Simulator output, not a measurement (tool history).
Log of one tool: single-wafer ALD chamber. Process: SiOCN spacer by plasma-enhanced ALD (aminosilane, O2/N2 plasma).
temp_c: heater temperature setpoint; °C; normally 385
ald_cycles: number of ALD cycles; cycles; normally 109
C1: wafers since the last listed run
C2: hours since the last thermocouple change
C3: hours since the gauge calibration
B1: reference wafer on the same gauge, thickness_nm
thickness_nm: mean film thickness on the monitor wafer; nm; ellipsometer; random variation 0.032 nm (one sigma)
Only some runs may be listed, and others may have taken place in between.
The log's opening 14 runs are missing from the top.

{"day": 43.975, "done": "gauge calibrated"}
{"run": 15, "day": 45.258, "temp_c": 388, "ald_cycles": 126, "C1": 300, "C2": 950.9, "C3": 30.8, "B1": 6.214, "thickness_nm": 7.928}
{"run": 16, "day": 46.938, "temp_c": 385, "ald_cycles": 109, "C1": 148, "C2": 991.2, "C3": 71.1, "B1": 6.227, "thickness_nm": 6.957}
{"run": 17, "day": 48.454, "temp_c": 385, "ald_cycles": 109, "C1": 133, "C2": 1027.6, "C3": 107.5, "B1": 6.225, "thickness_nm": 6.924}
{"run": 18, "day": 50.433, "temp_c": 385, "ald_cycles": 109, "C1": 174, "C2": 1075.1, "C3": 155.0, "B1": 6.233, "thickness_nm": 6.925}
{"run": 19, "day": 52.171, "temp_c": 378, "ald_cycles": 99, "C1": 153, "C2": 1116.8, "C3": 196.7, "B1": 6.239, "thickness_nm": 6.28}
{"run": 20, "day": 54.183, "temp_c": 385, "ald_cycles": 109, "C1": 177, "C2": 1165.1, "C3": 245.0, "B1": 6.238, "thickness_nm": 6.934}
{"run": 21, "day": 55.875, "temp_c": 393, "ald_cycles": 88, "C1": 149, "C2": 1205.7, "C3": 285.6, "B1": 6.247, "thickness_nm": 5.564}
{"run": 22, "day": 59.317, "temp_c": 380, "ald_cycles": 101, "C1": 303, "C2": 1288.3, "C3": 368.2, "B1": 6.259, "thickness_nm": 6.451}
{"run": 23, "day": 68.462, "temp_c": 385, "ald_cycles": 109, "C1": 807, "C2": 1507.8, "C3": 587.7, "B1": 6.285, "thickness_nm": 6.954}
{"run": 24, "day": 71.125, "temp_c": 385, "ald_cycles": 121, "C1": 235, "C2": 1571.7, "C3": 651.6, "B1": 6.291, "thickness_nm": 7.774}
{"day": 72.108, "done": "thermocouple changed; heater temperature recalibrated"}
{"run": 25, "day": 73.188, "temp_c": 385, "ald_cycles": 109, "C1": 152, "C2": 25.9, "C3": 701.1, "B1": 6.289, "thickness_nm": 7.012}
{"run": 26, "day": 75.296, "temp_c": 392, "ald_cycles": 131, "C1": 186, "C2": 76.5, "C3": 751.7, "B1": 6.299, "thickness_nm": 8.391}
{"run": 27, "day": 77.183, "temp_c": 398, "ald_cycles": 109, "C1": 166, "C2": 121.8, "C3": 797.0, "B1": 6.308, "thickness_nm": 6.973}
{"run": 28, "day": 89.162, "temp_c": 379, "ald_cycles": 88, "C1": 1058, "C2": 409.3, "C3": 1084.5, "B1": 6.332, "thickness_nm": 5.693}
{"run": 29, "day": 92.638, "temp_c": 396, "ald_cycles": 109, "C1": 306, "C2": 492.7, "C3": 1167.9, "B1": 6.341, "thickness_nm": 6.999}
{"run": 30, "day": 94.362, "temp_c": 371, "ald_cycles": 109, "C1": 152, "C2": 534.1, "C3": 1209.3, "B1": 6.351, "thickness_nm": 7.087}
{"run": 31, "day": 96.438, "temp_c": 374, "ald_cycles": 109, "C1": 183, "C2": 583.9, "C3": 1259.1, "B1": 6.351, "thickness_nm": 7.036}
{"run": 32, "day": 97.992, "temp_c": 385, "ald_cycles": 98, "C1": 137, "C2": 621.2, "C3": 1296.4, "B1": 6.353, "thickness_nm": 6.338}
{"run": 33, "day": 99.625, "temp_c": 385, "ald_cycles": 97, "C1": 144, "C2": 660.4, "C3": 1335.6, "B1": 6.359, "thickness_nm": 6.3}
{"run": 34, "day": 101.442, "temp_c": 385, "ald_cycles": 119, "C1": 160, "C2": 704.0, "C3": 1379.2, "B1": 6.366, "thickness_nm": 7.75}
{"run": 35, "day": 103.612, "temp_c": 397, "ald_cycles": 118, "C1": 191, "C2": 756.1, "C3": 1431.3, "B1": 6.377, "thickness_nm": 7.66}
{"run": 36, "day": 106.525, "temp_c": 385, "ald_cycles": 109, "C1": 257, "C2": 826.0, "C3": 1501.2, "B1": 6.383, "thickness_nm": 7.098}

3 options for the next run, each taken on its own from the tool as it stands now. Forecast them:
{"run": "A", "day": 106.55, "temp_c": 385, "ald_cycles": 125, "C1": 2, "C2": 826.6, "C3": 1501.8, "B1": "?", "thickness_nm": "?"}
{"run": "B", "day": 106.55, "temp_c": 400, "ald_cycles": 109, "C1": 2, "C2": 826.6, "C3": 1501.8, "B1": "?", "thickness_nm": "?"}
{"run": "C", "day": 106.55, "temp_c": 380, "ald_cycles": 98, "C1": 2, "C2": 826.6, "C3": 1501.8, "B1": "?", "thickness_nm": "?"}

run=A B1=6.375 thickness_nm=8.107
run=B B1=6.375 thickness_nm=7.025
run=C B1=6.375 thickness_nm=6.356
The same runs, with their run-to-run variation unchanged, on a tool lacking any hidden condition would have given:
run=A thickness_nm=7.904
run=B thickness_nm=6.849
run=C thickness_nm=6.197
